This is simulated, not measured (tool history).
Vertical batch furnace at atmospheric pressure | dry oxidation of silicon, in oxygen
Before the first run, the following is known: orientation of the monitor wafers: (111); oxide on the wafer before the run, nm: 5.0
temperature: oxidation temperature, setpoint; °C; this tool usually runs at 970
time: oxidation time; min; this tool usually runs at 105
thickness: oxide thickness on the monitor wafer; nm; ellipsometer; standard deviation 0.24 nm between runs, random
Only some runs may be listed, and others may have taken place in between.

run,day,temperature,time,"read-back reference wafer on the same gauge, thickness",thickness
1,0,970,105,65.83,77.46
2,1.429,970,105,65.84,77.57
3,2.812,970,105,65.79,77.6
4,3.588,970,146,65.82,96.24
5,4.529,970,146,65.74,96.17
6,5.175,970,105,65.77,77.74
7,7.096,970,105,65.82,77.67
8,7.817,984,105,65.85,85.6
9,8.329,970,105,65.84,77.86
10,8.883,970,105,65.84,77.95
11,9.996,963,105,65.71,73.65
12,11.375,970,105,65.75,77.39
13,12.129,970,105,65.8,77.54
14,13.075,970,105,65.81,77.76
15,14.329,970,105,65.79,77.93
16,14.888,970,105,65.8,77.9
17,15.767,978,105,65.77,82.3
18,17.129,978,105,65.76,82.25
# day 17.558: gauge calibrated
19,18.558,950,105,65.81,66.94
20,19.808,970,105,65.76,78.01
21,21.067,970,105,65.78,78.14
# day 22.512: thermocouples replaced and temperature profile calibrated
22,22.533,980,131,65.79,93.1
23,22.754,985,155.5,65.85,107.8
24,23.192,984,62.5,65.76,59.19
# day 24.542: boat lift adjusted
25,24.562,984,62.5,65.81,59.73
26,25.088,991,76.5,65.8,71.72
27,26.454,970,105,65.72,75.52
28,27.5,955,66.5,65.8,49.93
29,28.688,948,65,65.78,46.34
30,29.958,970,105,65.78,75.55
31,30.629,994,64,65.8,65.6
32,31.333,970,105,65.76,76.16
33,32.733,957,105,65.75,69.07
34,34.196,970,105,65.77,76.1
35,35.338,985,155.5,65.85,108.59
36,36.446,955,81,65.83,57.41

For each run, the measured value with the value that run would have given without the tool's hidden condition subtracted. The run-to-run variation is shared by both, the gauge scatter possibly not:
Unlogged tool condition in this case: true tube temperature minus thermocouple reading, K; monitor wafer colder than the profiled boat position, K; gauge reads high (%).
run,thickness
1,+2.96
2,+2.98
3,+2.98
4,+3.59
5,+3.6
6,+3.01
7,+3.02
8,+3.13
9,+3.03
10,+3.03
11,+2.94
12,+3.03
13,+3.04
14,+3.05
15,+3.06
16,+3.07
17,+3.12
18,+3.13
19,+2.82
20,+3.09
21,+3.1
22,+0.49
23,+0.58
24,+0.37
25,+0.49
26,+0.62
27,+0.8
28,+0.64
29,+0.66
30,+1.1
31,+0.98
32,+1.22
33,+1.26
34,+1.42
35,+1.92
36,+1.26
